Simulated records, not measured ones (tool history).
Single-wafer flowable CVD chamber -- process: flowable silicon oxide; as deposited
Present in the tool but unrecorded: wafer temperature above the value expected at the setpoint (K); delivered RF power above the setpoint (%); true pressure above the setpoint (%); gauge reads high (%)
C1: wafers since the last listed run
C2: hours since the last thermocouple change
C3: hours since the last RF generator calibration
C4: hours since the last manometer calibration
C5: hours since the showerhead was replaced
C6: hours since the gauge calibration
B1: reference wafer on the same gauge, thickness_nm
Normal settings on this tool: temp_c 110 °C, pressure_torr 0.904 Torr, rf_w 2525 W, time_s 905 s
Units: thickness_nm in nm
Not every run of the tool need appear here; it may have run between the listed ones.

run 1 day=0.000 | temp_c=110 pressure_torr=0.904 rf_w=2525 time_s=905 | C1=0 C2=91.4 C3=109.5 C4=1629.0 C5=2065.5 C6=2891.8 | B1=411.118 | thickness_nm=476.170
run 2 day=4.362 | temp_c=110 pressure_torr=0.904 rf_w=2525 time_s=905 | C1=163 C2=196.1 C3=214.2 C4=1733.7 C5=2170.2 C6=2996.5 | B1=410.613 | thickness_nm=475.795
run 3 day=6.929 | temp_c=110 pressure_torr=0.904 rf_w=2525 time_s=905 | C1=95 C2=257.7 C3=275.8 C4=1795.3 C5=2231.8 C6=3058.1 | B1=411.188 | thickness_nm=477.376
run 4 day=8.492 | temp_c=110 pressure_torr=0.904 rf_w=2525 time_s=905 | C1=58 C2=295.2 C3=313.3 C4=1832.8 C5=2269.3 C6=3095.6 | B1=411.081 | thickness_nm=474.968
run 5 day=12.667 | temp_c=110 pressure_torr=0.904 rf_w=2525 time_s=905 | C1=156 C2=395.4 C3=413.5 C4=1933.0 C5=2369.5 C6=3195.8 | B1=410.922 | thickness_nm=475.843
run 6 day=14.338 | temp_c=110 pressure_torr=0.904 rf_w=2210 time_s=905 | C1=62 C2=435.5 C3=453.6 C4=1973.1 C5=2409.6 C6=3235.9 | B1=411.402 | thickness_nm=467.421
run 7 day=16.262 | temp_c=110 pressure_torr=0.772 rf_w=2525 time_s=905 | C1=71 C2=481.7 C3=499.8 C4=2019.3 C5=2455.8 C6=3282.1 | B1=411.237 | thickness_nm=405.929
-- day=19.196 showerhead replaced
run 8 day=20.304 | temp_c=110 pressure_torr=0.904 rf_w=2985 time_s=964 | C1=138 C2=578.7 C3=596.8 C4=2116.3 C5=26.6 C6=3379.1 | B1=410.808 | thickness_nm=516.611
run 9 day=24.604 | temp_c=96 pressure_torr=0.904 rf_w=2525 time_s=761 | C1=160 C2=681.9 C3=700.0 C4=2219.5 C5=129.8 C6=3482.3 | B1=410.849 | thickness_nm=661.193
run 10 day=27.012 | temp_c=122 pressure_torr=0.904 rf_w=2525 time_s=905 | C1=90 C2=739.7 C3=757.8 C4=2277.3 C5=187.6 C6=3540.1 | B1=411.137 | thickness_nm=322.831
run 11 day=30.271 | temp_c=122 pressure_torr=0.904 rf_w=2525 time_s=905 | C1=121 C2=817.9 C3=836.0 C4=2355.5 C5=265.8 C6=3618.3 | B1=411.144 | thickness_nm=322.057
-- day=36.317 capacitance manometer re-zeroed and calibrated
run 12 day=38.862 | temp_c=110 pressure_torr=0.904 rf_w=2305 time_s=1016 | C1=308 C2=1024.1 C3=1042.2 C4=61.1 C5=472.0 C6=3824.5 | B1=411.184 | thickness_nm=525.565
-- day=40.433 thermocouple changed; heater temperature recalibrated
run 13 day=40.562 | temp_c=98 pressure_torr=0.904 rf_w=2525 time_s=796 | C1=51 C2=3.1 C3=1083.0 C4=101.9 C5=512.8 C6=3865.3 | B1=410.737 | thickness_nm=641.397
run 14 day=43.388 | temp_c=110 pressure_torr=0.904 rf_w=2525 time_s=905 | C1=105 C2=70.9 C3=1150.8 C4=169.7 C5=580.6 C6=3933.1 | B1=411.446 | thickness_nm=473.704
run 15 day=45.342 | temp_c=110 pressure_torr=0.904 rf_w=2525 time_s=1004 | C1=73 C2=117.8 C3=1197.7 C4=216.6 C5=627.5 C6=3980.0 | B1=411.078 | thickness_nm=526.068
run 16 day=49.646 | temp_c=104 pressure_torr=0.767 rf_w=2050 time_s=1069 | C1=160 C2=221.1 C3=1301.0 C4=319.9 C5=730.8 C6=4083.3 | B1=410.846 | thickness_nm=563.467
-- day=49.917 gauge calibrated
run 17 day=52.462 | temp_c=120 pressure_torr=0.904 rf_w=2525 time_s=905 | C1=105 C2=288.7 C3=1368.6 C4=387.5 C5=798.4 C6=61.1 | B1=411.048 | thickness_nm=340.948
run 18 day=56.421 | temp_c=102 pressure_torr=1.120 rf_w=2525 time_s=905 | C1=148 C2=383.7 C3=1463.6 C4=482.5 C5=893.4 C6=156.1 | B1=410.936 | thickness_nm=778.284
run 19 day=59.833 | temp_c=98 pressure_torr=0.904 rf_w=2915 time_s=905 | C1=127 C2=465.6 C3=1545.5 C4=564.4 C5=975.3 C6=238.0 | B1=410.790 | thickness_nm=744.700
run 20 day=62.588 | temp_c=110 pressure_torr=1.000 rf_w=2525 time_s=905 | C1=102 C2=531.7 C3=1611.6 C4=630.5 C5=1041.4 C6=304.1 | B1=410.977 | thickness_nm=523.833
run 21 day=66.562 | temp_c=110 pressure_torr=0.681 rf_w=2770 time_s=730 | C1=148 C2=627.1 C3=1707.0 C4=725.9 C5=1136.8 C6=399.5 | B1=410.743 | thickness_nm=289.607
run 22 day=69.712 | temp_c=110 pressure_torr=0.904 rf_w=2525 time_s=905 | C1=117 C2=702.7 C3=1782.6 C4=801.5 C5=1212.4 C6=475.1 | B1=410.897 | thickness_nm=472.232
run 23 day=72.012 | temp_c=102 pressure_torr=0.904 rf_w=2525 time_s=905 | C1=86 C2=757.9 C3=1837.8 C4=856.7 C5=1267.6 C6=530.3 | B1=411.169 | thickness_nm=630.187
run 24 day=75.746 | temp_c=110 pressure_torr=0.904 rf_w=2815 time_s=905 | C1=139 C2=847.5 C3=1927.4 C4=946.3 C5=1357.2 C6=619.9 | B1=410.903 | thickness_nm=480.405
run 25 day=79.367 | temp_c=110 pressure_torr=0.904 rf_w=2525 time_s=766 | C1=135 C2=934.4 C3=2014.3 C4=1033.2 C5=1444.1 C6=706.8 | B1=411.159 | thickness_nm=400.613
-- day=81.671 thermocouple changed; heater temperature recalibrated
run 26 day=82.338 | temp_c=110 pressure_torr=0.904 rf_w=2525 time_s=976 | C1=98 C2=16.0 C3=2085.6 C4=1104.5 C5=1515.4 C6=778.1 | B1=410.786 | thickness_nm=509.282
run 27 day=86.042 | temp_c=121 pressure_torr=0.681 rf_w=2525 time_s=1038 | C1=138 C2=104.9 C3=2174.5 C4=1193.4 C5=1604.3 C6=867.0 | B1=411.145 | thickness_nm=281.495
run 28 day=88.054 | temp_c=115 pressure_torr=0.904 rf_w=2525 time_s=1017 | C1=75 C2=153.2 C3=2222.8 C4=1241.7 C5=1652.6 C6=915.3 | B1=410.997 | thickness_nm=449.463

4 ways to go on from here, each from the tool as it stands after run 28. What would each give?
run A day=88.083 | temp_c=110 pressure_torr=0.904 rf_w=2525 time_s=905 | C1=1 C2=153.9 C3=2223.5 C4=1242.4 C5=1653.3 C6=916.0 | B1=? | thickness_nm=?
run B day=88.083 | temp_c=102 pressure_torr=1.073 rf_w=2845 time_s=741 | C1=1 C2=153.9 C3=2223.5 C4=1242.4 C5=1653.3 C6=916.0 | B1=? | thickness_nm=?
run C day=88.083 | temp_c=120 pressure_torr=0.761 rf_w=2090 time_s=965 | C1=1 C2=153.9 C3=2223.5 C4=1242.4 C5=1653.3 C6=916.0 | B1=? | thickness_nm=?
run D day=88.083 | temp_c=99 pressure_torr=0.904 rf_w=2380 time_s=1019 | C1=1 C2=153.9 C3=2223.5 C4=1242.4 C5=1653.3 C6=916.0 | B1=? | thickness_nm=?

run=A B1=410.728 thickness_nm=473.666
run=B B1=410.728 thickness_nm=625.423
run=C B1=410.728 thickness_nm=294.085
run=D B1=410.728 thickness_nm=786.116
Had the tool no hidden state, the same runs would have come out as:
run=A thickness_nm=478.347
run=B thickness_nm=629.425
run=C thickness_nm=298.055
run=D thickness_nm=793.885

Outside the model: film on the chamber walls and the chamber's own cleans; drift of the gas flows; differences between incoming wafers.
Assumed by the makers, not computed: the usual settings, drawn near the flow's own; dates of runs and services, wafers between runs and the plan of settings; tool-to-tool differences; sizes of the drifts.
